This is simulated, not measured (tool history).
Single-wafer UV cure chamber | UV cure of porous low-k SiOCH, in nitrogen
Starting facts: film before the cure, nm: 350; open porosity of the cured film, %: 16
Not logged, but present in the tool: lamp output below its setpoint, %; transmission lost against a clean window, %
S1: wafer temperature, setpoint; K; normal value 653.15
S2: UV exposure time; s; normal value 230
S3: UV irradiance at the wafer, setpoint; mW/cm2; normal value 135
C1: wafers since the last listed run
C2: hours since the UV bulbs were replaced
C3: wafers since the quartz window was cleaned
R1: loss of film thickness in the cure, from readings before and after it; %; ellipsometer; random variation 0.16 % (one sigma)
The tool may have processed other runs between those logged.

Run 1, hour 0.0: usual settings; C1 0; C2 2165.5; C3 200. Result: R1 12.391 %.
Run 2, hour 42.1: usual settings; C1 531; C2 2207.6; C3 732. Result: R1 11.980 %.
Run 3, hour 57.9: usual settings; C1 199; C2 2223.4; C3 931. Result: R1 11.632 %.
Run 4, hour 64.1: usual settings but S1 663.15 K, S3 149 mW/cm2; C1 78; C2 2229.6; C3 1010. Result: R1 12.409 %.
Run 5, hour 96.4: usual settings; C1 407; C2 2261.9; C3 1418. Result: R1 11.641 %.
At hour 109.4: quartz window cleaned.
Run 6, hour 109.9: usual settings but S1 644.15 K, S3 164 mW/cm2; C1 69; C2 2275.4; C3 5. Result: R1 13.577 %.
Run 7, hour 117.2: usual settings but S1 644.15 K, S3 164 mW/cm2; C1 92; C2 2282.7; C3 97. Result: R1 13.565 %.
Run 8, hour 127.0: usual settings; C1 123; C2 2292.5; C3 221. Result: R1 12.608 %.
Run 9, hour 133.1: usual settings; C1 77; C2 2298.6; C3 298. Result: R1 12.410 %.
Run 10, hour 143.9: usual settings; C1 136; C2 2309.4; C3 435. Result: R1 12.175 %.
Run 11, hour 155.3: usual settings; C1 143; C2 2320.8; C3 579. Result: R1 11.932 %.
Run 12, hour 164.2: usual settings; C1 112; C2 2329.7; C3 691. Result: R1 11.625 %.
Run 13, hour 181.7: usual settings; C1 221; C2 2347.2; C3 912. Result: R1 11.865 %.
Run 14, hour 189.6: usual settings but S3 166 mW/cm2; C1 99; C2 2355.1; C3 1012. Result: R1 12.740 %.
Run 15, hour 202.4: usual settings but S3 166 mW/cm2; C1 161; C2 2367.9; C3 1173. Result: R1 12.778 %.
Run 16, hour 214.8: usual settings; C1 156; C2 2380.3; C3 1330. Result: R1 11.743 %.
At hour 237.1: quartz window cleaned.
Run 17, hour 237.6: usual settings; C1 186; C2 2403.1; C3 6. Result: R1 12.299 %.
Run 18, hour 238.7: usual settings; C1 13; C2 2404.2; C3 20. Result: R1 12.488 %.
Run 19, hour 247.6: usual settings; C1 112; C2 2413.1; C3 132. Result: R1 12.214 %.
Run 20, hour 258.2: usual settings; C1 133; C2 2423.7; C3 266. Result: R1 12.281 %.
Run 21, hour 274.9: usual settings but S1 638.15 K; C1 210; C2 2440.4; C3 477. Result: R1 11.434 %.
Run 22, hour 283.3: usual settings but S1 646.15 K; C1 106; C2 2448.8; C3 583. Result: R1 11.622 %.
Run 23, hour 295.9: usual settings but S1 646.15 K; C1 159; C2 2461.4; C3 742. Result: R1 11.531 %.
Run 24, hour 312.5: usual settings; C1 209; C2 2478.0; C3 952. Result: R1 11.393 %.
Run 25, hour 323.9: usual settings but S3 160 mW/cm2; C1 143; C2 2489.4; C3 1096. Result: R1 12.228 %.
At hour 367.9: UV bulbs replaced.
Run 26, hour 368.4: usual settings; C1 460; C2 0.5; C3 1557. Result: R1 11.393 %.
At hour 386.7: quartz window cleaned.
Run 27, hour 387.2: usual settings but S1 666.15 K, S2 175 s, S3 167 mW/cm2; C1 136; C2 19.3; C3 5. Result: R1 12.610 %.
Run 28, hour 414.0: usual settings but S1 640.15 K, S2 115 s, S3 105 mW/cm2; C1 338; C2 46.1; C3 344. Result: R1 7.776 %.
Run 29, hour 429.6: usual settings but S2 275 s, S3 123 mW/cm2; C1 197; C2 61.7; C3 541. Result: R1 12.385 %.
Run 30, hour 440.2: usual settings; C1 133; C2 72.3; C3 675. Result: R1 11.730 %.
Run 31, hour 450.4: usual settings; C1 128; C2 82.5; C3 803. Result: R1 11.979 %.
Run 32, hour 458.1: usual settings but S1 659.15 K, S2 150 s, S3 99 mW/cm2; C1 97; C2 90.2; C3 901. Result: R1 8.569 %.
Run 33, hour 464.9: usual settings but S1 641.15 K, S2 340 s, S3 112 mW/cm2; C1 85; C2 97.0; C3 987. Result: R1 12.257 %.
Run 34, hour 481.9: usual settings but S1 667.15 K, S2 95 s, S3 121 mW/cm2; C1 214; C2 114.0; C3 1201. Result: R1 7.392 %.
Run 35, hour 491.5: usual settings but S3 112 mW/cm2; C1 121; C2 123.6; C3 1322. Result: R1 10.811 %.
Run 36, hour 507.9: usual settings but S3 151 mW/cm2; C1 207; C2 140.0; C3 1530. Result: R1 11.828 %.
At hour 521.7: quartz window cleaned.
Run 37, hour 524.4: usual settings but S1 634.15 K, S2 105 s; C1 107; C2 156.5; C3 33. Result: R1 8.605 %.
Run 38, hour 534.7: usual settings; C1 130; C2 166.8; C3 164. Result: R1 12.405 %.
Run 39, hour 551.6: usual settings; C1 213; C2 183.7; C3 377. Result: R1 12.359 %.
Run 40, hour 567.3: usual settings but S1 666.15 K, S3 108 mW/cm2; C1 198; C2 199.4; C3 575. Result: R1 11.144 %.

Estimate the outcome of run 41 from the log above:
Run 41, hour 576.2: usual settings but S2 295 s; C1 112; C2 208.3; C3 688. Result: R1 ?.

R1: 13.069 %
Were there no unlogged condition in the tool, this run, its random variation unchanged, would have produced R1 13.975 %.

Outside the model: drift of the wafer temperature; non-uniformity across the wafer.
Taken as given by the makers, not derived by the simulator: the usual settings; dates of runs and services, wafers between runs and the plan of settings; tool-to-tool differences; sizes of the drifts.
